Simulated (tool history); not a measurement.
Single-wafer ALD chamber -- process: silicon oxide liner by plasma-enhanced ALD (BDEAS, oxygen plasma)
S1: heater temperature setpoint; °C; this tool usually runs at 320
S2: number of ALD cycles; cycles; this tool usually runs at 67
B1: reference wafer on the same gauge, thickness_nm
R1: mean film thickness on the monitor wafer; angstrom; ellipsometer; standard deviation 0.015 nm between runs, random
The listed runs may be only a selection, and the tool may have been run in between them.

run	hour	S1	S2	B1	R1
1	0.0	320	67	4.868	58.38
2	95.7	320	67	4.868	58.32
3	169.2	320	67	4.869	58.26
4	252.2	320	67	4.873	58.47
5	303.9	320	67	4.873	58.27
6	346.9	320	67	4.875	58.40
7	415.4	325	67	4.870	57.61
8	501.8	320	73	4.868	63.49
9	589.9	320	73	4.868	63.31
10	694.4	320	73	4.873	63.35
11	750.1	314	74	4.869	64.31
12	837.6	314	74	4.873	64.85
# hour 913.8: thermocouple changed; heater temperature recalibrated
13	1060.1	323	67	4.869	58.19
14	1161.1	323	67	4.873	58.01
15	1209.8	323	67	4.866	58.12
16	1292.0	323	67	4.867	57.87
# hour 1345.3: gauge calibrated
17	1360.6	310	61	4.864	54.03
18	1460.9	320	67	4.870	58.49
19	1540.5	331	60	4.870	51.20
20	1586.7	320	79	4.867	68.70
21	1678.3	312	67	4.868	58.67
22	1757.4	325	54	4.868	46.51
23	1810.1	320	61	4.874	53.17
24	1875.2	329	55	4.869	47.03
# hour 2144.7: thermocouple changed; heater temperature recalibrated
25	2191.9	314	67	4.871	59.01
26	2298.6	332	74	4.872	63.43
27	2376.7	307	75	4.867	66.76
28	2429.6	335	54	4.865	45.89
29	2488.8	320	67	4.868	58.25
30	2551.6	327	57	4.868	49.05

Branching from run 30: 4 alternative next runs. What would each branch give?
A	2552.1	320	64	?	?
B	2552.1	328	67	?	?
C	2552.1	315	67	?	?
D	2552.1	314	60	?	?

run	B1	R1
A	4.870	55.42
B	4.870	57.33
C	4.870	58.44
D	4.870	52.41
With no hidden state in the tool, these same runs would have given:
run	R1
A	55.59
B	57.52
C	58.62
D	52.58

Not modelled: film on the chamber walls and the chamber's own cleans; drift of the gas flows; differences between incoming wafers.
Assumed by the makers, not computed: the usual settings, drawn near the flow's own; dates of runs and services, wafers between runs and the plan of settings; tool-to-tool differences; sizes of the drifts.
